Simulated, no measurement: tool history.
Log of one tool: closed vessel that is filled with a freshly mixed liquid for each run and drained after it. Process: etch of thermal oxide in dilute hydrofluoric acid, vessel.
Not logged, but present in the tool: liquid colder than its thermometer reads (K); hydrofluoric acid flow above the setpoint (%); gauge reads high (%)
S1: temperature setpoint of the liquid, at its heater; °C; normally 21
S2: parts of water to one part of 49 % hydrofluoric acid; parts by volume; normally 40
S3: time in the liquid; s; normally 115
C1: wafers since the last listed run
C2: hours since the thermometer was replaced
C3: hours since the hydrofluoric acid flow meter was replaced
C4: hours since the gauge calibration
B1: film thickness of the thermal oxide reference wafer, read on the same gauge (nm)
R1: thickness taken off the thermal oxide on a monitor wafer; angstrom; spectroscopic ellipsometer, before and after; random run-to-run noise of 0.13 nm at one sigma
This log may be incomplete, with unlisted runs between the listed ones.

run 1 day=0 | S1=23 S2=40 S3=115 | C1=0 C2=1260.1 C3=1821.3 C4=1816.6 | B1=100.05 | R1=172.6
run 2 day=1.671 | S1=19.5 S2=35 S3=115 | C1=2596 C2=1300.2 C3=1861.4 C4=1856.7 | B1=99.98 | R1=170
run 3 day=3.812 | S1=19.5 S2=35 S3=115 | C1=3328 C2=1351.6 C3=1912.8 C4=1908.1 | B1=100.02 | R1=171.1
run 4 day=6.046 | S1=19.5 S2=35 S3=115 | C1=3470 C2=1405.2 C3=1966.4 C4=1961.7 | B1=100.02 | R1=171.5
run 5 day=8.142 | S1=21 S2=55 S3=115 | C1=3257 C2=1455.5 C3=2016.7 C4=2012 | B1=100.02 | R1=114.4
run 6 day=11.125 | S1=21 S2=55 S3=115 | C1=4636 C2=1527.1 C3=2088.3 C4=2083.6 | B1=99.96 | R1=114
-- day=11.938 hydrofluoric acid flow meter replaced
run 7 day=14.05 | S1=21 S2=40 S3=115 | C1=4480 C2=1597.3 C3=50.7 C4=2153.8 | B1=99.97 | R1=140.5
run 8 day=16.842 | S1=21 S2=40 S3=115 | C1=4338 C2=1664.3 C3=117.7 C4=2220.8 | B1=100.04 | R1=140.4
run 9 day=19.108 | S1=21 S2=40 S3=115 | C1=3522 C2=1718.7 C3=172.1 C4=2275.2 | B1=100 | R1=141.4
run 10 day=20.321 | S1=21 S2=40 S3=115 | C1=1884 C2=1747.8 C3=201.2 C4=2304.3 | B1=99.98 | R1=143.8
-- day=22.183 thermometer replaced
run 11 day=22.821 | S1=21 S2=40 S3=115 | C1=3820 C2=15.3 C3=261.2 C4=2364.3 | B1=99.96 | R1=142.4
-- day=24.446 gauge calibrated
run 12 day=24.492 | S1=23 S2=40 S3=185 | C1=2596 C2=55.4 C3=301.3 C4=1.1 | B1=99.97 | R1=251.7
run 13 day=26.529 | S1=26 S2=55 S3=170 | C1=3166 C2=104.3 C3=350.2 C4=50 | B1=100.02 | R1=188
run 14 day=27.708 | S1=23 S2=40 S3=90 | C1=1832 C2=132.6 C3=378.5 C4=78.3 | B1=99.95 | R1=123.2
run 15 day=30.621 | S1=23 S2=55 S3=115 | C1=4526 C2=202.5 C3=448.4 C4=148.2 | B1=100.02 | R1=112.4
run 16 day=32.612 | S1=18.5 S2=25 S3=160 | C1=3095 C2=250.3 C3=496.2 C4=196 | B1=99.99 | R1=289.5
run 17 day=35.362 | S1=26 S2=55 S3=170 | C1=4273 C2=316.3 C3=562.2 C4=262 | B1=100.02 | R1=187.1
run 18 day=37.158 | S1=19 S2=55 S3=85 | C1=2790 C2=359.4 C3=605.3 C4=305.1 | B1=100 | R1=71.2
run 19 day=39.433 | S1=19.5 S2=25 S3=115 | C1=3535 C2=414 C3=659.9 C4=359.7 | B1=99.99 | R1=226.3
run 20 day=41.192 | S1=21 S2=40 S3=80 | C1=2732 C2=456.2 C3=702.1 C4=401.9 | B1=100.03 | R1=103.1
run 21 day=43.071 | S1=24 S2=25 S3=95 | C1=2920 C2=501.3 C3=747.2 C4=447 | B1=99.99 | R1=224.9

Predict the results of run 22:
run 22 day=45.942 | S1=21 S2=40 S3=115 | C1=4461 C2=570.2 C3=816.1 C4=515.9 | B1=? | R1=?

B1: 99.98
R1: 148.4 angstrom
Without the tool's hidden state the same run would have given R1 140.8 angstrom.
